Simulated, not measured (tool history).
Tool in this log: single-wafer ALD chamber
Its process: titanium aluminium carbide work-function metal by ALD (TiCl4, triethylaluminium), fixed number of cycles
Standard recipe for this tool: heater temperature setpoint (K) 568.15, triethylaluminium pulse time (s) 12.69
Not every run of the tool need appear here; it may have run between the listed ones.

run	hour	heater temperature setpoint (K)	triethylaluminium pulse time (s)	read-back reference wafer on the same gauge, thickness_nm	mean film thickness on the monitor wafer (angstrom)
1	0	568.15	12.69	2.378	20.41
2	47.6	568.15	12.69	2.374	20.52
3	100.5	568.15	12.69	2.382	20.42
# hour 168.6: triethylaluminium bottle replaced
4	190.4	572.15	12.69	2.382	21
5	263.5	572.15	12.69	2.378	20.86
# hour 370.7: thermocouple changed; heater temperature recalibrated
6	371.2	568.15	12.69	2.385	20.53
7	457	568.15	12.69	2.383	20.36
8	554.1	568.15	12.69	2.383	20.31
9	634.3	568.15	12.69	2.379	20.43
10	689.8	583.15	17.25	2.372	21.9
11	741.6	568.15	12.69	2.383	20.7
12	832.6	582.15	12.69	2.388	21.64
# hour 877.6: showerhead replaced
13	878.1	577.15	7.81	2.384	17.22
# hour 903: triethylaluminium bottle replaced
# hour 915: gauge calibrated
14	963.8	568.15	12.69	2.384	20.55
15	1013	582.15	17.33	2.38	21.73
16	1083.6	561.15	14.23	2.385	19.92
17	1122.3	575.15	10.77	2.379	20.48
18	1171.9	556.15	15.02	2.377	19.79

Branching from run 18: 4 alternative next runs. What would each branch give?
A	1172.3	568.15	12.69	?	?
B	1172.3	579.15	8.95	?	?
C	1172.3	568.15	9.69	?	?
D	1172.3	568.15	9.8	?	?

run	read-back reference wafer on the same gauge, thickness_nm	mean film thickness on the monitor wafer (angstrom)
A	2.382	20.51
B	2.382	19.41
C	2.382	19.34
D	2.382	19.42
Take away the tool's hidden state, keep each run's random variation, and the runs would have read:
run	mean film thickness on the monitor wafer (angstrom)
A	20.51
B	19.41
C	19.34
D	19.42

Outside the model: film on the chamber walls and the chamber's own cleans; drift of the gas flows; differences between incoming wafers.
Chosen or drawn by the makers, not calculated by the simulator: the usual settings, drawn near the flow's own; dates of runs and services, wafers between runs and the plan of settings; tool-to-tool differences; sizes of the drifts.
